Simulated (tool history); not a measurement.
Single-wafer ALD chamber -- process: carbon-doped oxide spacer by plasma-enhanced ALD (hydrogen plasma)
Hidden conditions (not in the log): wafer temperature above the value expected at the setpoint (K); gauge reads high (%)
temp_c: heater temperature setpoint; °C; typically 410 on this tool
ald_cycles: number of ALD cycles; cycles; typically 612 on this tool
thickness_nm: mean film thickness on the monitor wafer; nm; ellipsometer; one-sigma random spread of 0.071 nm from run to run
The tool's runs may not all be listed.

| run | day | temp_c | ald_cycles | wafers since the last listed run | hours since the last thermocouple change | hours since the gauge calibration | read-back reference wafer on the same gauge, thickness_nm | thickness_nm |
|---|---|---|---|---|---|---|---|---|
| 1 | 0.000 | 410 | 531 | 0 | 1967.5 | 104.2 | 29.374 | 24.699 |
| 2 | 1.642 | 410 | 560 | 27 | 2006.9 | 143.6 | 29.405 | 26.024 |
| 3 | 1.904 | 410 | 560 | 4 | 2013.2 | 149.9 | 29.412 | 26.126 |
| 4 | 2.438 | 399 | 528 | 9 | 2026.0 | 162.7 | 29.447 | 25.286 |
| 5 | 2.946 | 399 | 528 | 8 | 2038.2 | 174.9 | 29.435 | 25.389 |
| 6 | 3.400 | 410 | 612 | 7 | 2049.1 | 185.8 | 29.440 | 28.519 |
| 7 | 3.688 | 410 | 612 | 4 | 2056.0 | 192.7 | 29.436 | 28.456 |
| 8 | 4.162 | 410 | 612 | 8 | 2067.4 | 204.1 | 29.480 | 28.403 |
| 9 | 4.538 | 415 | 612 | 6 | 2076.4 | 213.1 | 29.483 | 28.018 |
| 10 | 4.946 | 415 | 612 | 6 | 2086.2 | 222.9 | 29.484 | 28.084 |
| 11 | 5.662 | 410 | 612 | 12 | 2103.4 | 240.1 | 29.510 | 28.601 |
| 12 | 5.929 | 410 | 612 | 4 | 2109.8 | 246.5 | 29.508 | 28.493 |
| 13 | 7.471 | 410 | 612 | 26 | 2146.8 | 283.5 | 29.538 | 28.817 |
| 14 | 8.192 | 399 | 612 | 12 | 2164.1 | 300.8 | 29.566 | 29.726 |
|  | 8.608 | thermocouple changed; heater temperature recalibrated |
|  | 8.671 | gauge calibrated |
| 15 | 8.833 | 410 | 663 | 5 | 5.4 | 3.9 | 29.211 | 30.642 |
| 16 | 9.546 | 425 | 653 | 12 | 22.5 | 21.0 | 29.217 | 28.670 |
| 17 | 9.996 | 398 | 612 | 7 | 33.3 | 31.8 | 29.229 | 29.099 |
| 18 | 10.658 | 410 | 612 | 11 | 49.2 | 47.7 | 29.252 | 28.413 |
| 19 | 11.358 | 410 | 612 | 11 | 66.0 | 64.5 | 29.277 | 28.357 |
| 20 | 12.008 | 410 | 612 | 11 | 81.6 | 80.1 | 29.278 | 28.429 |
| 21 | 12.567 | 414 | 493 | 9 | 95.0 | 93.5 | 29.311 | 22.637 |
| 22 | 12.962 | 419 | 567 | 6 | 104.5 | 103.0 | 29.297 | 25.491 |
| 23 | 13.346 | 403 | 645 | 6 | 113.7 | 112.2 | 29.355 | 30.601 |
| 24 | 13.708 | 410 | 612 | 6 | 122.4 | 120.9 | 29.341 | 28.403 |
| 25 | 14.062 | 398 | 697 | 6 | 130.9 | 129.4 | 29.355 | 33.327 |
| 26 | 14.496 | 410 | 612 | 7 | 141.3 | 139.8 | 29.374 | 28.447 |
| 27 | 15.108 | 424 | 502 | 10 | 156.0 | 154.5 | 29.337 | 22.189 |
| 28 | 15.442 | 402 | 612 | 5 | 164.0 | 162.5 | 29.384 | 29.324 |
| 29 | 16.008 | 414 | 528 | 9 | 177.6 | 176.1 | 29.378 | 24.187 |
| 30 | 16.388 | 422 | 514 | 6 | 186.7 | 185.2 | 29.422 | 22.986 |

Branching from run 30: 4 alternative next runs. What would each branch give?
| A | 16.442 | 404 | 612 | 0 | 188.0 | 186.5 | ? | ? |
| B | 16.442 | 403 | 537 | 0 | 188.0 | 186.5 | ? | ? |
| C | 16.442 | 410 | 673 | 0 | 188.0 | 186.5 | ? | ? |
| D | 16.442 | 410 | 578 | 0 | 188.0 | 186.5 | ? | ? |

| run | read-back reference wafer on the same gauge, thickness_nm | thickness_nm |
|---|---|---|
| A | 29.429 | 28.990 |
| B | 29.429 | 25.525 |
| C | 29.429 | 31.222 |
| D | 29.429 | 26.815 |
With the hidden condition removed and each run's random variation left untouched, the same runs would have given:
| run | thickness_nm |
|---|---|
| A | 28.779 |
| B | 25.339 |
| C | 30.995 |
| D | 26.620 |
